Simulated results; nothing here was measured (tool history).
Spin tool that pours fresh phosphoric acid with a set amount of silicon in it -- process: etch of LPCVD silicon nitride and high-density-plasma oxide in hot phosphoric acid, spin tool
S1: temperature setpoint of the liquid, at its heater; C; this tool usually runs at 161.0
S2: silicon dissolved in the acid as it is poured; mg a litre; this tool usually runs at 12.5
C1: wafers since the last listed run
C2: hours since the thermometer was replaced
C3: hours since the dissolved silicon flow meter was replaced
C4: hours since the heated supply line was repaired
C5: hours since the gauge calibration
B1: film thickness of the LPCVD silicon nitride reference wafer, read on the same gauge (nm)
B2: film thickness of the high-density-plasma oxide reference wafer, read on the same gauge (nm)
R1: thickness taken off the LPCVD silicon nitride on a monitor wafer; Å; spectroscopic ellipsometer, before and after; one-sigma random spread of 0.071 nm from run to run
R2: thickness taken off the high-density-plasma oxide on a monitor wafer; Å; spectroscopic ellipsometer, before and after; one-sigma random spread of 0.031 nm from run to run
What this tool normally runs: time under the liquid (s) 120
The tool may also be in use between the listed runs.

run 1 hour=0.0 | S1=161.0 S2=17.5 time_under_the_liquid_(s)=120 | C1=0 C2=1519.7 C3=1307.6 C4=1793.2 C5=309.7 | B1=79.98 B2=40.005 | R1=105.0 R2=2.79
run 2 hour=56.2 | S1=161.0 S2=16.5 time_under_the_liquid_(s)=65 | C1=505 C2=1575.9 C3=1363.8 C4=1849.4 C5=365.9 | B1=79.98 B2=39.970 | R1=57.0 R2=1.61
run 3 hour=88.4 | S1=161.0 S2=12.5 time_under_the_liquid_(s)=120 | C1=289 C2=1608.1 C3=1396.0 C4=1881.6 C5=398.1 | B1=79.96 B2=40.016 | R1=105.0 R2=3.04
run 4 hour=129.9 | S1=161.0 S2=12.5 time_under_the_liquid_(s)=120 | C1=373 C2=1649.6 C3=1437.5 C4=1923.1 C5=439.6 | B1=79.99 B2=40.030 | R1=104.0 R2=3.47
run 5 hour=187.9 | S1=161.0 S2=12.5 time_under_the_liquid_(s)=120 | C1=521 C2=1707.6 C3=1495.5 C4=1981.1 C5=497.6 | B1=80.01 B2=39.969 | R1=104.4 R2=3.01
run 6 hour=229.4 | S1=161.0 S2=12.5 time_under_the_liquid_(s)=120 | C1=373 C2=1749.1 C3=1537.0 C4=2022.6 C5=539.1 | B1=80.06 B2=39.995 | R1=104.5 R2=3.52
-- hour=258.5 thermometer replaced
run 7 hour=273.0 | S1=161.0 S2=12.5 time_under_the_liquid_(s)=120 | C1=383 C2=14.5 C3=1580.6 C4=2066.2 C5=582.7 | B1=80.01 B2=39.991 | R1=104.9 R2=3.47
run 8 hour=306.7 | S1=161.0 S2=12.5 time_under_the_liquid_(s)=120 | C1=303 C2=48.2 C3=1614.3 C4=2099.9 C5=616.4 | B1=80.05 B2=40.006 | R1=103.8 R2=3.33
run 9 hour=351.2 | S1=161.0 S2=12.5 time_under_the_liquid_(s)=120 | C1=400 C2=92.7 C3=1658.8 C4=2144.4 C5=660.9 | B1=80.00 B2=40.017 | R1=103.1 R2=3.36
run 10 hour=408.2 | S1=162.5 S2=18.0 time_under_the_liquid_(s)=155 | C1=512 C2=149.7 C3=1715.8 C4=2201.4 C5=717.9 | B1=80.00 B2=40.030 | R1=138.2 R2=4.10
run 11 hour=441.8 | S1=158.5 S2=16.0 time_under_the_liquid_(s)=85 | C1=302 C2=183.3 C3=1749.4 C4=2235.0 C5=751.5 | B1=80.03 B2=39.998 | R1=67.6 R2=1.93
run 12 hour=493.6 | S1=162.5 S2=12.5 time_under_the_liquid_(s)=120 | C1=466 C2=235.1 C3=1801.2 C4=2286.8 C5=803.3 | B1=80.03 B2=40.006 | R1=108.9 R2=3.61
-- hour=520.6 dissolved silicon flow meter replaced
-- hour=538.1 gauge calibrated
run 13 hour=557.7 | S1=161.0 S2=12.5 time_under_the_liquid_(s)=120 | C1=567 C2=299.2 C3=37.1 C4=2350.9 C5=19.6 | B1=79.96 B2=39.995 | R1=102.5 R2=3.29
-- hour=589.7 heated supply line repaired
run 14 hour=609.8 | S1=162.5 S2=19.0 time_under_the_liquid_(s)=120 | C1=459 C2=351.3 C3=89.2 C4=20.1 C5=71.7 | B1=79.99 B2=40.023 | R1=119.4 R2=4.18
run 15 hour=681.6 | S1=161.0 S2=12.5 time_under_the_liquid_(s)=120 | C1=646 C2=423.1 C3=161.0 C4=91.9 C5=143.5 | B1=79.98 B2=40.019 | R1=113.3 R2=3.80
run 16 hour=733.8 | S1=160.0 S2=7.0 time_under_the_liquid_(s)=65 | C1=469 C2=475.3 C3=213.2 C4=144.1 C5=195.7 | B1=80.01 B2=40.021 | R1=58.4 R2=2.53
run 17 hour=785.3 | S1=161.0 S2=12.5 time_under_the_liquid_(s)=120 | C1=463 C2=526.8 C3=264.7 C4=195.6 C5=247.2 | B1=79.98 B2=39.980 | R1=111.8 R2=3.86
run 18 hour=818.9 | S1=159.0 S2=9.5 time_under_the_liquid_(s)=175 | C1=302 C2=560.4 C3=298.3 C4=229.2 C5=280.8 | B1=80.01 B2=39.979 | R1=151.1 R2=5.66
run 19 hour=888.7 | S1=163.0 S2=22.0 time_under_the_liquid_(s)=65 | C1=628 C2=630.2 C3=368.1 C4=299.0 C5=350.6 | B1=80.01 B2=40.029 | R1=65.3 R2=1.82
run 20 hour=951.5 | S1=159.5 S2=12.5 time_under_the_liquid_(s)=120 | C1=565 C2=693.0 C3=430.9 C4=361.8 C5=413.4 | B1=80.00 B2=39.963 | R1=106.6 R2=3.34

Take each entry between the runs: how does the hidden state at the last listed run before it differ from the hidden state at the first listed run after it?
Runs 6 to 7: thermometer replaced (hour 258.5)
  temperature lost on the way to the wafer (K): 3.1 -> 3.16
  the result without the hidden state subtracted from the measured one, R1: -11.5 -> -11.7 Å; R2: -0.92 -> -0.92 Å
Runs 12 to 13: dissolved silicon flow meter replaced (hour 520.6); gauge calibrated (hour 538.1)
  temperature lost on the way to the wafer (K): 3.5 -> 3.59
  the result without the hidden state subtracted from the measured one, R1: -13.5 -> -13.2 Å; R2: -1.06 -> -1.01 Å
Runs 13 to 14: heated supply line repaired (hour 589.7)
  temperature lost on the way to the wafer (K): 3.59 -> 0.632
  the result without the hidden state subtracted from the measured one, R1: -13.2 -> -2.6 Å; R2: -1.01 -> -0.19 Å

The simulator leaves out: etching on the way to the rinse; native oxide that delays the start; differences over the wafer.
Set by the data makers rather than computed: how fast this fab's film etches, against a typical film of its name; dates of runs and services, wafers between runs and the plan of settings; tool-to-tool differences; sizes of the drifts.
